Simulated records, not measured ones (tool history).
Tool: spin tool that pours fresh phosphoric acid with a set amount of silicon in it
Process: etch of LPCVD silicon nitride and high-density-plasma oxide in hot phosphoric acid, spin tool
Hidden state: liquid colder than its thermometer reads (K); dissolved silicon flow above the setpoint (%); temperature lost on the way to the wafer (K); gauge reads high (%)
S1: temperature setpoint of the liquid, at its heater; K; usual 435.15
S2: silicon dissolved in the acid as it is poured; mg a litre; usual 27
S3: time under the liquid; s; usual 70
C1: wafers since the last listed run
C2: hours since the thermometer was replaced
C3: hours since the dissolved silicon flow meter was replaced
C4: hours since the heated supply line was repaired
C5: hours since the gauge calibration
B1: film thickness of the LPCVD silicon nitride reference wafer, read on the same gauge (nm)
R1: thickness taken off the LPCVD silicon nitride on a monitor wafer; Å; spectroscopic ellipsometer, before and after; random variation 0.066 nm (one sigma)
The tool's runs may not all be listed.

Run 1, hour 0: usual settings; C1 0; C2 1968.1; C3 2065.2; C4 668.3; C5 33; B1 139.99. Result: R1 60.4 Å.
Run 2, hour 14: usual settings; C1 204; C2 1982.1; C3 2079.2; C4 682.3; C5 47; B1 139.98. Result: R1 61.4 Å.
Run 3, hour 44: usual settings but S1 436.15 K; C1 438; C2 2012.1; C3 2109.2; C4 712.3; C5 77; B1 140.03. Result: R1 61.4 Å.
Run 4, hour 56.2: usual settings; C1 178; C2 2024.3; C3 2121.4; C4 724.5; C5 89.2; B1 140.03. Result: R1 58.6 Å.
Run 5, hour 84.9: usual settings; C1 419; C2 2053; C3 2150.1; C4 753.2; C5 117.9; B1 139.99. Result: R1 59.2 Å.
Run 6, hour 102.3: usual settings; C1 254; C2 2070.4; C3 2167.5; C4 770.6; C5 135.3; B1 139.98. Result: R1 59.4 Å.
Run 7, hour 128.3: usual settings but S3 50 s; C1 379; C2 2096.4; C3 2193.5; C4 796.6; C5 161.3; B1 139.96. Result: R1 42.7 Å.
Run 8, hour 157.3: usual settings but S3 50 s; C1 423; C2 2125.4; C3 2222.5; C4 825.6; C5 190.3; B1 140.01. Result: R1 42.2 Å.
At hour 159: dissolved silicon flow meter replaced.
Run 9, hour 192: usual settings but S1 432.65 K; C1 492; C2 2160.1; C3 33; C4 860.3; C5 225; B1 140.01. Result: R1 54.2 Å.
Run 10, hour 207.8: usual settings but S1 437.15 K, S2 10.5 mg a litre, S3 100 s; C1 230; C2 2175.9; C3 48.8; C4 876.1; C5 240.8; B1 140.02. Result: R1 89.4 Å.
Run 11, hour 233.7: usual settings but S3 40 s; C1 378; C2 2201.8; C3 74.7; C4 902; C5 266.7; B1 139.98. Result: R1 33.7 Å.
Run 12, hour 268.6: usual settings; C1 509; C2 2236.7; C3 109.6; C4 936.9; C5 301.6; B1 139.98. Result: R1 58.3 Å.
Run 13, hour 289: usual settings; C1 298; C2 2257.1; C3 130; C4 957.3; C5 322; B1 139.98. Result: R1 58.6 Å.
At hour 310.5: heated supply line repaired.
Run 14, hour 319.1: usual settings but S1 434.15 K, S2 14.5 mg a litre; C1 425; C2 2287.2; C3 160.1; C4 8.6; C5 352.1; B1 140. Result: R1 63.1 Å.
Run 15, hour 359.4: usual settings but S1 432.65 K, S2 33 mg a litre, S3 40 s; C1 588; C2 2327.5; C3 200.4; C4 48.9; C5 392.4; B1 139.99. Result: R1 34.8 Å.
At hour 392.7: thermometer replaced.
At hour 446.1: gauge calibrated.
Run 16, hour 462.9: usual settings; C1 1497; C2 70.2; C3 303.9; C4 152.4; C5 16.8; B1 140.01. Result: R1 63.5 Å.
Run 17, hour 496.7: usual settings but S1 432.65 K, S2 9.5 mg a litre, S3 110 s; C1 493; C2 104; C3 337.7; C4 186.2; C5 50.6; B1 140.03. Result: R1 91.7 Å.
Run 18, hour 517.7: usual settings; C1 306; C2 125; C3 358.7; C4 207.2; C5 71.6; B1 140.01. Result: R1 64.9 Å.
Run 19, hour 547.7: usual settings but S1 432.15 K, S2 45.5 mg a litre, S3 80 s; C1 438; C2 155; C3 388.7; C4 237.2; C5 101.6; B1 140.01. Result: R1 64.3 Å.
Run 20, hour 579.6: usual settings but S1 432.65 K, S2 19 mg a litre, S3 105 s; C1 466; C2 186.9; C3 420.6; C4 269.1; C5 133.5; B1 140.01. Result: R1 86 Å.

The same runs without the tool's hidden state, with the same run-to-run variation:
run    R1
  1  66.6
  2  67.8
  3  68.1
  4  65.1
  5    66
  6  66.3
  7  47.8
  8  47.4
  9  61.2
 10   101
 11  38.2
 12  66.4
 13  66.9
 14  64.5
 15  35.8
 16    66
 17  95.7
 18  67.9
 19  67.5
 20  90.7
